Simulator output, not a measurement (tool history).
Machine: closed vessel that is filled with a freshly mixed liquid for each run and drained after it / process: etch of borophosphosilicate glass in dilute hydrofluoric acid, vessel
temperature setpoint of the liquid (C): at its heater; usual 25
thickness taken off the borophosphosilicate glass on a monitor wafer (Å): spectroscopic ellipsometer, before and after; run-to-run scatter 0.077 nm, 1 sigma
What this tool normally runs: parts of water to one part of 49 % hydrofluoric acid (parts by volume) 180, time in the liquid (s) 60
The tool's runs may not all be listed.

run	hour	temperature setpoint of the liquid (C)	parts of water to one part of 49 % hydrofluoric acid (parts by volume)	time in the liquid (s)	read-back film thickness of the borophosphosilicate glass reference wafer, read on the same gauge (nm)	thickness taken off the borophosphosilicate glass on a monitor wafer (Å)
1	0	23.5	180	60	40.01	114.1
2	48.1	25	180	60	40.01	121
3	79.7	25	180	60	39.98	121.4
4	199	25	180	80	40	161.3
5	244.5	23	180	60	40	112.4
# hour 259.2: gauge calibrated
6	299.9	25	180	60	39.99	122.3
7	349	25	180	60	40.01	120.7
8	384.9	25	180	60	40.01	123
# hour 407.8: hydrofluoric acid flow meter replaced
# hour 424.7: thermometer replaced
9	434.4	25	180	85	40.01	164.2
10	484	25	180	60	39.99	116.5
11	533.6	27.5	180	60	39.99	126.1
12	563.8	20	180	60	39.99	96
13	603.4	25	255	60	40.01	75.3
14	642.4	28.5	180	50	40.02	110.5
15	678.8	22.5	155	90	40.01	186.8
16	729	25	210	95	39.98	152.4
17	786.7	25	180	60	39.98	116.9

Consider 5 possible next runs. They are alternatives, not a sequence: every one starts from the tool as it was left by run 17. What does each give?
A	787.4	25	180	60	?	?
B	787.4	27.5	180	85	?	?
C	787.4	25	215	85	?	?
D	787.4	25	210	70	?	?
E	787.4	23	215	40	?	?

run	read-back film thickness of the borophosphosilicate glass reference wafer, read on the same gauge (nm)	thickness taken off the borophosphosilicate glass on a monitor wafer (Å)
A	39.99	115.1
B	39.99	178.9
C	39.99	131.6
D	39.99	111.5
E	39.99	57.5
With the hidden condition removed and each run's random variation left untouched, the same runs would have given:
run	thickness taken off the borophosphosilicate glass on a monitor wafer (Å)
A	113.3
B	175.9
C	129.3
D	109.6
E	56.6
